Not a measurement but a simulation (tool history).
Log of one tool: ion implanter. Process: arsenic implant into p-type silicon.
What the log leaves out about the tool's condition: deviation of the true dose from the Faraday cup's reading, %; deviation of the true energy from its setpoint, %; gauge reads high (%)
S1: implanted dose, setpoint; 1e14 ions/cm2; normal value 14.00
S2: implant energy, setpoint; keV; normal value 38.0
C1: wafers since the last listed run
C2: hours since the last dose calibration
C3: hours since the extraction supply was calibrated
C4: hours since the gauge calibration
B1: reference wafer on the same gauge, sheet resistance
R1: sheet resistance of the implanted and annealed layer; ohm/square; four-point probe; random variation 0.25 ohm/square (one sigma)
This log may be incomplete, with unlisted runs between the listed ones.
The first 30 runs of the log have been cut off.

| run | hour | S1 | S2 | C1 | C2 | C3 | C4 | B1 | R1 |
|---|---|---|---|---|---|---|---|---|---|
| 31 | 723.5 | 12.93 | 44.5 | 463 | 246.1 | 278.5 | 143.3 | 88.00 | 103.18 |
| 32 | 740.0 | 14.00 | 26.0 | 344 | 262.6 | 295.0 | 159.8 | 87.91 | 120.03 |
| 33 | 753.0 | 14.00 | 38.0 | 271 | 275.6 | 308.0 | 172.8 | 87.97 | 103.83 |
| 34 | 785.7 | 17.93 | 46.5 | 683 | 308.3 | 340.7 | 205.5 | 87.98 | 88.40 |
| 35 | 800.7 | 14.00 | 38.0 | 313 | 323.3 | 355.7 | 220.5 | 88.05 | 104.28 |
| 36 | 827.0 | 11.42 | 45.5 | 549 | 349.6 | 382.0 | 246.8 | 87.98 | 109.94 |
| 37 | 843.5 | 11.01 | 31.0 | 344 | 366.1 | 398.5 | 263.3 | 88.01 | 125.48 |
| 38 | 859.2 | 14.00 | 38.0 | 328 | 381.8 | 414.2 | 279.0 | 87.88 | 104.61 |

What if the next run were any one of these 3? Each begins from the tool's condition after run 38:
| A | 859.6 | 11.28 | 38.0 | 8 | 382.2 | 414.6 | 279.4 | ? | ? |
| B | 859.6 | 11.95 | 26.5 | 8 | 382.2 | 414.6 | 279.4 | ? | ? |
| C | 859.6 | 12.78 | 47.0 | 8 | 382.2 | 414.6 | 279.4 | ? | ? |

| run | B1 | R1 |
|---|---|---|
| A | 87.99 | 116.47 |
| B | 87.99 | 127.40 |
| C | 87.99 | 102.78 |
With the hidden condition removed and each run's random variation left untouched, the same runs would have given:
| run | R1 |
|---|---|
| A | 114.71 |
| B | 125.94 |
| C | 101.31 |

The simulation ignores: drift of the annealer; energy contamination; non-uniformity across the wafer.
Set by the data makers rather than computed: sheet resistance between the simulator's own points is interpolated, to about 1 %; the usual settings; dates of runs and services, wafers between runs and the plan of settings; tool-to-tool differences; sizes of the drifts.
